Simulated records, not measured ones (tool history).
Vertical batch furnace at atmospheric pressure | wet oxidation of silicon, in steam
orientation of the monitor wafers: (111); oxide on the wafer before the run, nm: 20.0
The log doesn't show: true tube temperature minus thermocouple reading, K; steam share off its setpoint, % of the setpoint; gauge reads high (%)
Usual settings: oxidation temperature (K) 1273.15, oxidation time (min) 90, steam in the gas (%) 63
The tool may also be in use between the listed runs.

run,hour,oxidation temperature (K),oxidation time (min),steam in the gas (%),wafers since the last listed run,hours since the last temperature calibration,hours since the steam generator was serviced,hours since the gauge calibration,"read-back reference wafer on the same gauge, thickness",oxide thickness on the monitor wafer (nm)
1,0,1273.15,120.5,63,0,2281.8,1318.4,1138.7,559.62,611.99
2,48.8,1273.15,120.5,63,680,2330.6,1367.2,1187.5,559.48,608.84
3,92.4,1273.15,90,63,608,2374.2,1410.8,1231.1,559.64,511.43
4,135.6,1273.15,90,63,602,2417.4,1454,1274.3,559.66,513.4
5,192.4,1273.15,90,63,792,2474.2,1510.8,1331.1,560.17,511.11
6,220,1273.15,90,70,385,2501.8,1538.4,1358.7,560.08,545.28
7,286.1,1257.15,90,63,922,2567.9,1604.5,1424.8,560.48,469.32
8,331,1273.15,118,63,626,2612.8,1649.4,1469.7,560.16,602
9,378.1,1273.15,118,63,657,2659.9,1696.5,1516.8,559.8,602.01
10,447.9,1287.15,90,59,974,2729.7,1766.3,1586.6,559.92,528.52
# hour 626.6: thermocouples replaced and temperature profile calibrated
11,657.9,1273.15,90,63,2595,31.3,1976.3,1796.6,560.31,510.74
12,682.9,1273.15,90,63,348,56.3,2001.3,1821.6,560.37,511.88
13,724.8,1273.15,90,63,584,98.2,2043.2,1863.5,559.6,510.76
14,824.2,1260.15,90,59,1387,197.6,2142.6,1962.9,559.63,455.54
15,896.1,1273.15,90,63,1003,269.5,2214.5,2034.8,559.75,511
16,958.7,1273.15,90,63,873,332.1,2277.1,2097.4,559.8,511.65
# hour 1156.2: gauge calibrated
17,1168,1290.15,90,63,2920,541.4,2486.4,11.8,560.17,559.45
# hour 1206.4: steam generator serviced
18,1215.6,1297.15,108.5,52,329,589,9.2,59.4,559.99,576.34
19,1252,1273.15,90,63,507,625.4,45.6,95.8,559.84,512.02
20,1286.6,1280.15,129.5,56,482,660,80.2,130.4,559.86,613.43
21,1330.9,1291.15,112.5,59,618,704.3,124.5,174.7,560.09,615.2
22,1390.8,1273.15,90,58,835,764.2,184.4,234.6,560.49,486.64
23,1436.6,1273.15,90,52,639,810,230.2,280.4,560.19,455.54
24,1478.1,1273.15,90,63,579,851.5,271.7,321.9,560.15,511.96
25,1545,1281.15,54.5,54,933,918.4,338.6,388.8,560.42,358.45
26,1579,1266.15,66,57,474,952.4,372.6,422.8,559.97,382.36
27,1618.9,1283.15,107,66,556,992.3,412.5,462.7,560.42,611.39
28,1652.5,1265.15,114,52,468,1025.9,446.1,496.3,560.11,502.41
29,1714.7,1273.15,45,63,867,1088.1,508.3,558.5,560.11,332.7
30,1748.9,1250.15,110.5,72,477,1122.3,542.5,592.7,559.75,553.68
31,1817,1293.15,47,54,950,1190.4,610.6,660.8,559.92,349.33
32,1851.3,1273.15,90,63,478,1224.7,644.9,695.1,560.1,513.51
33,1897.7,1273.15,90,63,647,1271.1,691.3,741.5,560.5,512.57
34,1955,1273.15,90,63,799,1328.4,748.6,798.8,559.52,513.03
35,2002.8,1279.15,90,52,667,1376.2,796.4,846.6,559.67,470.51
36,2049.6,1273.15,90,53,653,1423,843.2,893.4,560.29,462.34
37,2077.3,1266.15,72,52,386,1450.7,870.9,921.1,560.21,379.83
38,2131.2,1285.15,132,55,752,1504.6,924.8,975,559.99,629.08
39,2177,1251.15,127.5,73,639,1550.4,970.6,1020.8,560.49,616.17

3 ways to go on from here, each from the tool as it stands after run 39. What would each give?
A,2181.9,1273.15,90,56,68,1555.3,975.5,1025.7,?,?
B,2181.9,1249.15,90,67,68,1555.3,975.5,1025.7,?,?
C,2181.9,1284.15,68.5,68,68,1555.3,975.5,1025.7,?,?

run,"read-back reference wafer on the same gauge, thickness",oxide thickness on the monitor wafer (nm)
A,559.64,478.22
B,559.64,464.45
C,559.64,483.89
Without the tool's hidden state the same runs would have given:
run,oxide thickness on the monitor wafer (nm)
A,478.22
B,464.45
C,483.89
